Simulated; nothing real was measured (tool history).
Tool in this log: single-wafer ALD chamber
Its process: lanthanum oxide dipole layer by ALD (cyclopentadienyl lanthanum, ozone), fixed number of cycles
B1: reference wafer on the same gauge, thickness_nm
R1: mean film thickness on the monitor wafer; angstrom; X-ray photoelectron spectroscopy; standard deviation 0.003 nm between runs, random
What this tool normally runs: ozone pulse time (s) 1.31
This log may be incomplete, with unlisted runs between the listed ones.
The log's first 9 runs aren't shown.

{"run": 10, "hour": 119.8, "ozone pulse time (s)": 1.17, "B1": 0.488, "R1": 4.21}
{"run": 11, "hour": 134.8, "ozone pulse time (s)": 1.31, "B1": 0.488, "R1": 4.48}
{"run": 12, "hour": 143.0, "ozone pulse time (s)": 1.31, "B1": 0.487, "R1": 4.49}
{"run": 13, "hour": 152.4, "ozone pulse time (s)": 1.04, "B1": 0.487, "R1": 3.87}
{"run": 14, "hour": 158.8, "ozone pulse time (s)": 1.31, "B1": 0.487, "R1": 4.47}
{"run": 15, "hour": 167.5, "ozone pulse time (s)": 1.31, "B1": 0.488, "R1": 4.45}
{"run": 16, "hour": 175.1, "ozone pulse time (s)": 1.31, "B1": 0.486, "R1": 4.49}
{"hour": 181.4, "done": "gauge calibrated"}
{"run": 17, "hour": 182.8, "ozone pulse time (s)": 1.31, "B1": 0.486, "R1": 4.49}

What does the tool deliver on the next run?
{"hour": 193.4, "done": "showerhead replaced"}
{"run": 18, "hour": 193.9, "ozone pulse time (s)": 0.83, "B1": "?", "R1": "?"}

Run 18 produced B1 0.487, R1 3.07 angstrom.
With the hidden condition absent and the run-to-run variation left alone, this run would have shown R1 4.42 angstrom.

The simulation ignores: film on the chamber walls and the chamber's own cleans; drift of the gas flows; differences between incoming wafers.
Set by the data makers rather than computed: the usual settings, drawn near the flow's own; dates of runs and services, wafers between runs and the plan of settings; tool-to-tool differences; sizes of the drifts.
